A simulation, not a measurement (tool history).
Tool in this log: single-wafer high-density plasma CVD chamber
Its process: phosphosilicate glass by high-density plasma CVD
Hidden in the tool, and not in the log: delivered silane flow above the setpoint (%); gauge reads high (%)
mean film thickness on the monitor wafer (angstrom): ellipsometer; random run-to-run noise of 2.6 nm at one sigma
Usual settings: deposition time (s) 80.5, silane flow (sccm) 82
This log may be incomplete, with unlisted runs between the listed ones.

run	hour	deposition time (s)	silane flow (sccm)	wafers since the last listed run	hours since the silane flow controller was replaced	hours since the gauge calibration	read-back reference wafer on the same gauge, thickness_nm	mean film thickness on the monitor wafer (angstrom)
1	0	89	71	0	2492.1	1361.2	501.643	6269.07
2	86.3	80.5	82	1154	2578.4	1447.5	501.531	6319.17
3	168.8	80.5	82	1104	2660.9	1530	500.876	6349.95
4	274.5	80.5	93	1414	2766.6	1635.7	501.306	6948.8
5	366.5	80.5	93	1231	2858.6	1727.7	500.611	7036.41
6	440.8	80.5	93	994	2932.9	1802	501.27	7048.43
7	524.4	80.5	82	1118	3016.5	1885.6	500.165	6360.26
8	593.2	80.5	82	920	3085.3	1954.4	500.72	6397.73
9	678.4	88.3	82	1140	3170.5	2039.6	501.06	6973.63
10	740.2	80.5	82	827	3232.3	2101.4	500.898	6385.8
11	841.1	80.5	78	1350	3333.2	2202.3	501.774	6147.33
# hour 987.8: gauge calibrated
12	1089.3	80.5	78	3321	3581.4	101.5	500.999	6127.62
13	1166.9	80.5	78	1038	3659	179.1	501.86	6169.12
14	1253.7	80.5	82	1161	3745.8	265.9	500.941	6377.91
15	1361	80.5	82	1435	3853.1	373.2	501.077	6377.22
16	1468.9	80.5	82	1443	3961	481.1	500.725	6379.69
17	1529.7	80.5	82	813	4021.8	541.9	501.987	6393.94
18	1574.2	75.6	82	595	4066.3	586.4	501.039	5996.66
19	1662.4	80.5	91	1180	4154.5	674.6	501.986	6915.36
20	1732.5	80.5	67	938	4224.6	744.7	500.732	5470.24
21	1825.9	74	82	1249	4318	838.1	501.48	5864.29
# hour 1840.9: silane flow controller replaced
22	1957	80.5	82	1647	116.1	969.2	501.377	6180.19
23	2155.9	84.9	77	2661	315	1168.1	501.022	6165.6
24	2232.1	80.5	93	1019	391.2	1244.3	500.283	6825.44

Forecast run 25:
25	2288.4	67.3	73	753	447.5	1300.6	?	?

read-back reference wafer on the same gauge, thickness_nm: 500.674
mean film thickness on the monitor wafer (angstrom): 4690.08
Were there no unlogged condition in the tool, this run, its random variation unchanged, would have produced mean film thickness on the monitor wafer (angstrom) 4663.93.
